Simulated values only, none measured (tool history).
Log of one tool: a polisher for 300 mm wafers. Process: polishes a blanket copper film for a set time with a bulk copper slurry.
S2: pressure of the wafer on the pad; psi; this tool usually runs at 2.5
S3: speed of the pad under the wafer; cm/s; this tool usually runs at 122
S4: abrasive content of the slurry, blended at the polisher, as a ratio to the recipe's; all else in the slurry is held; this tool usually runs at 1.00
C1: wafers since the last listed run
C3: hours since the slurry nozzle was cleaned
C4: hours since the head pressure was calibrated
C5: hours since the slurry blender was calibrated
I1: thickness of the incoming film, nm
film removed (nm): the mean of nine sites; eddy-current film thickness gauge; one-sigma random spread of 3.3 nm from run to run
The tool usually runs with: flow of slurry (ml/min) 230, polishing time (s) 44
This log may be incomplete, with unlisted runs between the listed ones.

run 1 hour=0.0 | flow_of_slurry_(ml/min)=230 S2=2.5 S3=122 S4=1.00 polishing_time_(s)=44 | C1=0 wafers_polished_on_this_pad=691 C3=640.5 C4=695.2 C5=292.9 | I1=4216.8 | film_removed_(nm)=416.9
run 2 hour=9.1 | flow_of_slurry_(ml/min)=230 S2=2.5 S3=122 S4=1.00 polishing_time_(s)=44 | C1=120 wafers_polished_on_this_pad=811 C3=649.6 C4=704.3 C5=302.0 | I1=4203.5 | film_removed_(nm)=419.9
-- hour=43.2 worn pad replaced by a new one
run 3 hour=57.7 | flow_of_slurry_(ml/min)=230 S2=2.5 S3=122 S4=1.00 polishing_time_(s)=44 | C1=590 wafers_polished_on_this_pad=191 C3=698.2 C4=752.9 C5=350.6 | I1=4152.3 | film_removed_(nm)=414.4
run 4 hour=70.4 | flow_of_slurry_(ml/min)=230 S2=2.9 S3=122 S4=1.00 polishing_time_(s)=44 | C1=168 wafers_polished_on_this_pad=360 C3=710.9 C4=765.6 C5=363.3 | I1=4201.4 | film_removed_(nm)=471.5
run 5 hour=84.9 | flow_of_slurry_(ml/min)=230 S2=2.9 S3=122 S4=1.00 polishing_time_(s)=44 | C1=192 wafers_polished_on_this_pad=552 C3=725.4 C4=780.1 C5=377.8 | I1=4163.2 | film_removed_(nm)=481.1
run 6 hour=91.5 | flow_of_slurry_(ml/min)=230 S2=2.9 S3=122 S4=1.00 polishing_time_(s)=44 | C1=87 wafers_polished_on_this_pad=639 C3=732.0 C4=786.7 C5=384.4 | I1=4248.1 | film_removed_(nm)=471.8
run 7 hour=98.3 | flow_of_slurry_(ml/min)=230 S2=2.5 S3=148 S4=1.00 polishing_time_(s)=44 | C1=90 wafers_polished_on_this_pad=729 C3=738.8 C4=793.5 C5=391.2 | I1=4174.8 | film_removed_(nm)=493.4
run 8 hour=108.3 | flow_of_slurry_(ml/min)=230 S2=2.5 S3=148 S4=1.00 polishing_time_(s)=44 | C1=132 wafers_polished_on_this_pad=862 C3=748.8 C4=803.5 C5=401.2 | I1=4222.7 | film_removed_(nm)=491.3
run 9 hour=116.4 | flow_of_slurry_(ml/min)=195 S2=2.5 S3=122 S4=1.00 polishing_time_(s)=35 | C1=107 wafers_polished_on_this_pad=969 C3=756.9 C4=811.6 C5=409.3 | I1=4263.2 | film_removed_(nm)=321.3
run 10 hour=130.6 | flow_of_slurry_(ml/min)=195 S2=2.5 S3=122 S4=1.00 polishing_time_(s)=35 | C1=188 wafers_polished_on_this_pad=1157 C3=771.1 C4=825.8 C5=423.5 | I1=4214.8 | film_removed_(nm)=324.4
-- hour=134.2 slurry nozzle cleaned
-- hour=143.4 worn pad replaced by a new one
-- hour=145.1 slurry blender recalibrated
run 11 hour=146.9 | flow_of_slurry_(ml/min)=230 S2=2.5 S3=122 S4=1.00 polishing_time_(s)=53 | C1=127 wafers_polished_on_this_pad=24 C3=12.7 C4=842.1 C5=1.8 | I1=4160.5 | film_removed_(nm)=538.1
-- hour=153.8 head pressure recalibrated
run 12 hour=187.2 | flow_of_slurry_(ml/min)=230 S2=2.5 S3=122 S4=1.00 polishing_time_(s)=44 | C1=507 wafers_polished_on_this_pad=531 C3=53.0 C4=33.4 C5=42.1 | I1=4224.8 | film_removed_(nm)=441.9
run 13 hour=195.5 | flow_of_slurry_(ml/min)=285 S2=2.5 S3=122 S4=1.00 polishing_time_(s)=44 | C1=109 wafers_polished_on_this_pad=641 C3=61.3 C4=41.7 C5=50.4 | I1=4209.0 | film_removed_(nm)=453.8
run 14 hour=205.7 | flow_of_slurry_(ml/min)=230 S2=2.5 S3=122 S4=1.00 polishing_time_(s)=44 | C1=135 wafers_polished_on_this_pad=776 C3=71.5 C4=51.9 C5=60.6 | I1=4138.8 | film_removed_(nm)=438.3
run 15 hour=213.1 | flow_of_slurry_(ml/min)=230 S2=2.5 S3=122 S4=1.00 polishing_time_(s)=44 | C1=98 wafers_polished_on_this_pad=874 C3=78.9 C4=59.3 C5=68.0 | I1=4211.5 | film_removed_(nm)=437.8
run 16 hour=222.0 | flow_of_slurry_(ml/min)=280 S2=3.0 S3=122 S4=1.00 polishing_time_(s)=44 | C1=117 wafers_polished_on_this_pad=992 C3=87.8 C4=68.2 C5=76.9 | I1=4212.7 | film_removed_(nm)=528.9
-- hour=230.2 worn pad replaced by a new one
run 17 hour=230.7 | flow_of_slurry_(ml/min)=230 S2=2.5 S3=122 S4=1.00 polishing_time_(s)=34 | C1=62 wafers_polished_on_this_pad=6 C3=96.5 C4=76.9 C5=85.6 | I1=4260.7 | film_removed_(nm)=345.0
run 18 hour=237.9 | flow_of_slurry_(ml/min)=230 S2=3.1 S3=90 S4=1.00 polishing_time_(s)=50 | C1=95 wafers_polished_on_this_pad=102 C3=103.7 C4=84.1 C5=92.8 | I1=4240.2 | film_removed_(nm)=452.3
run 19 hour=253.7 | flow_of_slurry_(ml/min)=295 S2=2.5 S3=122 S4=1.00 polishing_time_(s)=52 | C1=209 wafers_polished_on_this_pad=311 C3=119.5 C4=99.9 C5=108.6 | I1=4197.7 | film_removed_(nm)=530.8
run 20 hour=265.0 | flow_of_slurry_(ml/min)=230 S2=2.5 S3=122 S4=1.00 polishing_time_(s)=44 | C1=149 wafers_polished_on_this_pad=461 C3=130.8 C4=111.2 C5=119.9 | I1=4190.5 | film_removed_(nm)=438.9
run 21 hour=273.1 | flow_of_slurry_(ml/min)=230 S2=2.8 S3=122 S4=0.90 polishing_time_(s)=44 | C1=107 wafers_polished_on_this_pad=568 C3=138.9 C4=119.3 C5=128.0 | I1=4290.3 | film_removed_(nm)=467.8
run 22 hour=301.0 | flow_of_slurry_(ml/min)=230 S2=2.5 S3=162 S4=1.00 polishing_time_(s)=44 | C1=369 wafers_polished_on_this_pad=937 C3=166.8 C4=147.2 C5=155.9 | I1=4199.6 | film_removed_(nm)=567.9
run 23 hour=308.3 | flow_of_slurry_(ml/min)=165 S2=2.5 S3=102 S4=1.25 polishing_time_(s)=44 | C1=96 wafers_polished_on_this_pad=1034 C3=174.1 C4=154.5 C5=163.2 | I1=4197.7 | film_removed_(nm)=380.5
run 24 hour=325.8 | flow_of_slurry_(ml/min)=230 S2=2.5 S3=122 S4=1.00 polishing_time_(s)=44 | C1=231 wafers_polished_on_this_pad=1266 C3=191.6 C4=172.0 C5=180.7 | I1=4207.7 | film_removed_(nm)=435.2
-- hour=331.7 worn pad replaced by a new one
run 25 hour=333.2 | flow_of_slurry_(ml/min)=160 S2=2.5 S3=154 S4=1.00 polishing_time_(s)=44 | C1=45 wafers_polished_on_this_pad=20 C3=199.0 C4=179.4 C5=188.1 | I1=4162.0 | film_removed_(nm)=512.0
run 26 hour=379.2 | flow_of_slurry_(ml/min)=230 S2=2.1 S3=96 S4=1.25 polishing_time_(s)=58 | C1=609 wafers_polished_on_this_pad=629 C3=245.0 C4=225.4 C5=234.1 | I1=4238.1 | film_removed_(nm)=421.4
run 27 hour=391.4 | flow_of_slurry_(ml/min)=230 S2=2.5 S3=122 S4=1.00 polishing_time_(s)=44 | C1=161 wafers_polished_on_this_pad=791 C3=257.2 C4=237.6 C5=246.3 | I1=4260.1 | film_removed_(nm)=425.0
run 28 hour=397.4 | flow_of_slurry_(ml/min)=230 S2=2.5 S3=100 S4=1.00 polishing_time_(s)=33 | C1=79 wafers_polished_on_this_pad=870 C3=263.2 C4=243.6 C5=252.3 | I1=4288.1 | film_removed_(nm)=271.2
run 29 hour=404.0 | flow_of_slurry_(ml/min)=230 S2=2.5 S3=122 S4=1.00 polishing_time_(s)=44 | C1=87 wafers_polished_on_this_pad=958 C3=269.8 C4=250.2 C5=258.9 | I1=4151.3 | film_removed_(nm)=425.0
run 30 hour=416.7 | flow_of_slurry_(ml/min)=230 S2=3.3 S3=122 S4=1.00 polishing_time_(s)=34 | C1=168 wafers_polished_on_this_pad=1126 C3=282.5 C4=262.9 C5=271.6 | I1=4197.7 | film_removed_(nm)=427.1

Exercise: give the hidden state of the tool at every run:
removal rate lost through wear of the pad, %: 0 in every run
deviation of the head's pressure from its setpoint, %: 0 in every run
abrasive missing from the slurry, %: 0 in every run
H1: slurry flow missing at the pad, %
run=1 H1=45
run=2 H1=45.1
run=3 H1=45.8
run=4 H1=46
run=5 H1=46.1
run=6 H1=46.2
run=7 H1=46.3
run=8 H1=46.4
run=9 H1=46.5
run=10 H1=46.6
run=11 H1=3.08
run=12 H1=8.48
run=13 H1=9.49
run=14 H1=10.7
run=15 H1=11.6
run=16 H1=12.5
run=17 H1=13.5
run=18 H1=14.2
run=19 H1=15.8
run=20 H1=16.9
run=21 H1=17.7
run=22 H1=20.1
run=23 H1=20.7
run=24 H1=22.1
run=25 H1=22.6
run=26 H1=25.8
run=27 H1=26.5
run=28 H1=26.9
run=29 H1=27.3
run=30 H1=28
